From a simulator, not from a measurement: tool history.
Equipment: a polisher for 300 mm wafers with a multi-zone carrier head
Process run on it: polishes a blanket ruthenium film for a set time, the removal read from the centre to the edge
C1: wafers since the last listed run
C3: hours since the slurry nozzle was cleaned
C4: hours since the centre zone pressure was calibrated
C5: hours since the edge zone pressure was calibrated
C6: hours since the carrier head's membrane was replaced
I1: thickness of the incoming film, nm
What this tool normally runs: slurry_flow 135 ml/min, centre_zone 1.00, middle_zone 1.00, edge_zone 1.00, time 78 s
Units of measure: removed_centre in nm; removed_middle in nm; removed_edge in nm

run 1 hour=0.0 | slurry_flow=135 centre_zone=1.00 middle_zone=1.00 edge_zone=1.00 time=78 | C1=0 wafers_polished_on_this_pad=5881 C3=169.2 C4=0.5 C5=451.5 C6=11.6 | I1=272.2 | removed_centre=65.0 removed_middle=67.9 removed_edge=67.4
-- hour=34.0 worn pad replaced by a new one
run 2 hour=59.7 | slurry_flow=170 centre_zone=1.11 middle_zone=0.92 edge_zone=0.94 time=78 | C1=553 wafers_polished_on_this_pad=255 C3=228.9 C4=60.2 C5=511.2 C6=71.3 | I1=268.1 | removed_centre=86.8 removed_middle=73.7 removed_edge=74.5
run 3 hour=156.9 | slurry_flow=170 centre_zone=0.94 middle_zone=1.00 edge_zone=1.05 time=63 | C1=965 wafers_polished_on_this_pad=1220 C3=326.1 C4=157.4 C5=608.4 C6=168.5 | I1=267.1 | removed_centre=59.0 removed_middle=63.4 removed_edge=62.2
run 4 hour=220.2 | slurry_flow=155 centre_zone=1.00 middle_zone=1.00 edge_zone=1.00 time=54 | C1=628 wafers_polished_on_this_pad=1849 C3=389.4 C4=220.7 C5=671.7 C6=231.8 | I1=272.9 | removed_centre=51.3 removed_middle=52.6 removed_edge=51.2
run 5 hour=313.8 | slurry_flow=135 centre_zone=1.00 middle_zone=1.00 edge_zone=1.10 time=68 | C1=929 wafers_polished_on_this_pad=2779 C3=483.0 C4=314.3 C5=765.3 C6=325.4 | I1=271.0 | removed_centre=63.3 removed_middle=64.6 removed_edge=66.6
run 6 hour=356.8 | slurry_flow=135 centre_zone=1.00 middle_zone=1.00 edge_zone=1.00 time=78 | C1=427 wafers_polished_on_this_pad=3206 C3=526.0 C4=357.3 C5=808.3 C6=368.4 | I1=269.9 | removed_centre=71.5 removed_middle=74.1 removed_edge=72.2
run 7 hour=428.5 | slurry_flow=105 centre_zone=0.96 middle_zone=1.00 edge_zone=1.09 time=71 | C1=712 wafers_polished_on_this_pad=3919 C3=597.7 C4=429.0 C5=880.0 C6=440.1 | I1=264.1 | removed_centre=57.3 removed_middle=63.0 removed_edge=64.8
-- hour=439.7 edge zone pressure recalibrated
run 8 hour=506.7 | slurry_flow=175 centre_zone=1.00 middle_zone=1.00 edge_zone=1.06 time=54 | C1=757 wafers_polished_on_this_pad=4676 C3=675.9 C4=507.2 C5=67.0 C6=518.3 | I1=268.8 | removed_centre=50.1 removed_middle=51.3 removed_edge=50.7
-- hour=556.0 carrier head's membrane replaced by a new one
-- hour=560.2 slurry nozzle cleaned
run 9 hour=594.6 | slurry_flow=95 centre_zone=0.97 middle_zone=0.96 edge_zone=1.05 time=78 | C1=813 wafers_polished_on_this_pad=5489 C3=34.4 C4=595.1 C5=154.9 C6=38.6 | I1=271.3 | removed_centre=60.9 removed_middle=63.9 removed_edge=65.8
-- hour=617.4 worn pad replaced by a new one
run 10 hour=666.2 | slurry_flow=135 centre_zone=1.00 middle_zone=1.00 edge_zone=1.08 time=78 | C1=671 wafers_polished_on_this_pad=484 C3=106.0 C4=666.7 C5=226.5 C6=110.2 | I1=264.9 | removed_centre=75.1 removed_middle=77.2 removed_edge=77.5
run 11 hour=763.5 | slurry_flow=135 centre_zone=1.00 middle_zone=1.00 edge_zone=1.00 time=84 | C1=966 wafers_polished_on_this_pad=1451 C3=203.3 C4=764.0 C5=323.8 C6=207.5 | I1=268.3 | removed_centre=77.5 removed_middle=81.8 removed_edge=78.1
run 12 hour=835.2 | slurry_flow=135 centre_zone=1.00 middle_zone=1.10 edge_zone=1.05 time=52 | C1=712 wafers_polished_on_this_pad=2163 C3=275.0 C4=835.7 C5=395.5 C6=279.2 | I1=271.8 | removed_centre=47.6 removed_middle=53.7 removed_edge=49.5
run 13 hour=931.2 | slurry_flow=135 centre_zone=1.00 middle_zone=1.00 edge_zone=1.00 time=78 | C1=953 wafers_polished_on_this_pad=3117 C3=371.0 C4=931.7 C5=491.5 C6=375.2 | I1=270.7 | removed_centre=71.2 removed_middle=72.5 removed_edge=71.4
run 14 hour=997.5 | slurry_flow=115 centre_zone=1.00 middle_zone=1.09 edge_zone=1.00 time=78 | C1=658 wafers_polished_on_this_pad=3776 C3=437.3 C4=998.0 C5=557.8 C6=441.5 | I1=271.5 | removed_centre=67.4 removed_middle=75.6 removed_edge=68.4
-- hour=1198.6 centre zone pressure recalibrated
-- hour=1202.6 carrier head's membrane replaced by a new one
run 15 hour=1203.1 | slurry_flow=135 centre_zone=0.90 middle_zone=1.03 edge_zone=0.92 time=78 | C1=1982 wafers_polished_on_this_pad=5758 C3=642.9 C4=4.5 C5=763.4 C6=0.5 | I1=273.3 | removed_centre=60.6 removed_middle=69.9 removed_edge=64.4
run 16 hour=1233.2 | slurry_flow=135 centre_zone=1.08 middle_zone=0.97 edge_zone=1.00 time=70 | C1=299 wafers_polished_on_this_pad=6057 C3=673.0 C4=34.6 C5=793.5 C6=30.6 | I1=270.1 | removed_centre=64.2 removed_middle=60.1 removed_edge=58.8
-- hour=1243.4 edge zone pressure recalibrated
-- hour=1308.9 slurry nozzle cleaned
run 17 hour=1330.0 | slurry_flow=135 centre_zone=1.00 middle_zone=0.92 edge_zone=1.00 time=78 | C1=931 wafers_polished_on_this_pad=6989 C3=21.1 C4=131.4 C5=86.6 C6=127.4 | I1=270.0 | removed_centre=64.8 removed_middle=62.5 removed_edge=66.0
-- hour=1368.2 worn pad replaced by a new one
run 18 hour=1379.0 | slurry_flow=135 centre_zone=1.00 middle_zone=1.04 edge_zone=1.00 time=92 | C1=447 wafers_polished_on_this_pad=107 C3=70.1 C4=180.4 C5=135.6 C6=176.4 | I1=271.1 | removed_centre=89.6 removed_middle=95.6 removed_edge=90.7
run 19 hour=1450.2 | slurry_flow=135 centre_zone=1.00 middle_zone=1.00 edge_zone=1.00 time=78 | C1=707 wafers_polished_on_this_pad=814 C3=141.3 C4=251.6 C5=206.8 C6=247.6 | I1=270.5 | removed_centre=75.2 removed_middle=76.4 removed_edge=75.5
run 20 hour=1556.5 | slurry_flow=135 centre_zone=0.92 middle_zone=1.05 edge_zone=0.91 time=78 | C1=1056 wafers_polished_on_this_pad=1870 C3=247.6 C4=357.9 C5=313.1 C6=353.9 | I1=274.1 | removed_centre=66.4 removed_middle=77.8 removed_edge=71.1
run 21 hour=1657.6 | slurry_flow=135 centre_zone=0.90 middle_zone=1.03 edge_zone=0.92 time=78 | C1=1004 wafers_polished_on_this_pad=2875 C3=348.7 C4=459.0 C5=414.2 C6=455.0 | I1=267.0 | removed_centre=65.1 removed_middle=76.1 removed_edge=69.1

Forecast each of these 5 alternatives for the next run:
run A hour=1658.0 | slurry_flow=135 centre_zone=0.91 middle_zone=1.00 edge_zone=1.00 time=78 | C1=3 wafers_polished_on_this_pad=2879 C3=349.1 C4=459.4 C5=414.6 C6=455.4 | I1=270.1 | removed_centre=? removed_middle=? removed_edge=?
run B hour=1658.0 | slurry_flow=105 centre_zone=1.00 middle_zone=0.90 edge_zone=1.00 time=55 | C1=3 wafers_polished_on_this_pad=2879 C3=349.1 C4=459.4 C5=414.6 C6=455.4 | I1=270.1 | removed_centre=? removed_middle=? removed_edge=?
run C hour=1658.0 | slurry_flow=135 centre_zone=0.89 middle_zone=1.03 edge_zone=1.00 time=105 | C1=3 wafers_polished_on_this_pad=2879 C3=349.1 C4=459.4 C5=414.6 C6=455.4 | I1=270.1 | removed_centre=? removed_middle=? removed_edge=?
run D hour=1658.0 | slurry_flow=175 centre_zone=1.00 middle_zone=1.00 edge_zone=1.00 time=59 | C1=3 wafers_polished_on_this_pad=2879 C3=349.1 C4=459.4 C5=414.6 C6=455.4 | I1=270.1 | removed_centre=? removed_middle=? removed_edge=?
run E hour=1658.0 | slurry_flow=135 centre_zone=0.89 middle_zone=0.95 edge_zone=1.00 time=78 | C1=3 wafers_polished_on_this_pad=2879 C3=349.1 C4=459.4 C5=414.6 C6=455.4 | I1=270.1 | removed_centre=? removed_middle=? removed_edge=?

run=A removed_centre=64.8 removed_middle=75.2 removed_edge=73.0
run=B removed_centre=47.7 removed_middle=46.4 removed_edge=50.0
run=C removed_centre=85.3 removed_middle=103.8 removed_edge=98.2
run=D removed_centre=56.4 removed_middle=59.2 removed_edge=56.8
run=E removed_centre=63.3 removed_middle=72.1 removed_edge=73.0
With no hidden state in the tool, these same runs would have given:
run=A removed_centre=68.7 removed_middle=79.7 removed_edge=77.3
run=B removed_centre=50.6 removed_middle=49.2 removed_edge=52.9
run=C removed_centre=90.4 removed_middle=110.0 removed_edge=104.1
run=D removed_centre=59.7 removed_middle=62.7 removed_edge=60.2
run=E removed_centre=67.1 removed_middle=76.4 removed_edge=77.4
